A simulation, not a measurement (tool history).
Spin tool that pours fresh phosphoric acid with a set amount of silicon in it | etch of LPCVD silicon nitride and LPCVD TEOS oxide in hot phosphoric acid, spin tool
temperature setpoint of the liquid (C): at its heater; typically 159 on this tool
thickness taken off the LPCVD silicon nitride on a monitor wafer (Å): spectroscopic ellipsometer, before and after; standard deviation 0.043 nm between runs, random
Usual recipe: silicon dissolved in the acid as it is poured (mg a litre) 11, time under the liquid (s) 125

| run | hour | temperature setpoint of the liquid (C) | silicon dissolved in the acid as it is poured (mg a litre) | time under the liquid (s) | read-back film thickness of the LPCVD silicon nitride reference wafer, read on the same gauge (nm) | thickness taken off the LPCVD silicon nitride on a monitor wafer (Å) |
|---|---|---|---|---|---|---|
| 1 | 0 | 159 | 11 | 125 | 69.96 | 108.1 |
|  | 2.1 | dissolved silicon flow meter replaced |
|  | 8.1 | thermometer replaced |
|  | 8.9 | gauge calibrated |
| 2 | 15.3 | 159 | 11 | 125 | 70.01 | 99.5 |
| 3 | 28.2 | 159 | 11 | 125 | 69.98 | 100.6 |
| 4 | 40.7 | 159 | 14 | 180 | 70.01 | 144.1 |
| 5 | 54.4 | 158 | 11 | 125 | 70 | 97.3 |
| 6 | 65.9 | 159 | 11 | 125 | 70 | 99.9 |
| 7 | 73.5 | 157.5 | 11 | 190 | 69.99 | 145 |
| 8 | 79.5 | 157.5 | 4 | 125 | 69.99 | 95.2 |
| 9 | 87.9 | 159 | 11 | 125 | 69.99 | 100.3 |
| 10 | 104 | 159 | 11 | 125 | 69.99 | 100.5 |
| 11 | 119 | 159 | 7 | 125 | 70.01 | 99.6 |
| 12 | 130.3 | 159 | 11 | 150 | 70.03 | 120.3 |
| 13 | 145.5 | 161.5 | 8 | 165 | 70.01 | 144.2 |
| 14 | 152.2 | 160.5 | 19 | 125 | 70 | 105.6 |
| 15 | 163.8 | 161.5 | 15 | 125 | 70.01 | 109.9 |
| 16 | 181.1 | 159 | 16.5 | 160 | 69.98 | 129 |
| 17 | 225.8 | 157.5 | 11 | 125 | 69.99 | 95.9 |
| 18 | 236 | 159 | 11 | 125 | 70.01 | 101.1 |
| 19 | 244.5 | 161.5 | 11 | 170 | 70 | 149.1 |
| 20 | 256.9 | 161 | 19 | 90 | 70.02 | 78 |
| 21 | 263.6 | 161 | 11 | 125 | 70.02 | 108 |
| 22 | 273.3 | 159 | 11 | 95 | 70.01 | 76.6 |

Each row is a separate what-if for the run after 22, all from the same tool condition, not one after another. Results?
| A | 273.8 | 159 | 11 | 185 | ? | ? |
| B | 273.8 | 157 | 16.5 | 125 | ? | ? |
| C | 273.8 | 159 | 3 | 180 | ? | ? |
| D | 273.8 | 159 | 11 | 100 | ? | ? |

| run | read-back film thickness of the LPCVD silicon nitride reference wafer, read on the same gauge (nm) | thickness taken off the LPCVD silicon nitride on a monitor wafer (Å) |
|---|---|---|
| A | 70 | 150.1 |
| B | 70 | 94.8 |
| C | 70 | 146 |
| D | 70 | 81.1 |
Without the tool's unlogged condition, the same runs would have read:
| run | thickness taken off the LPCVD silicon nitride on a monitor wafer (Å) |
|---|---|
| A | 147 |
| B | 92.8 |
| C | 143.1 |
| D | 79.5 |
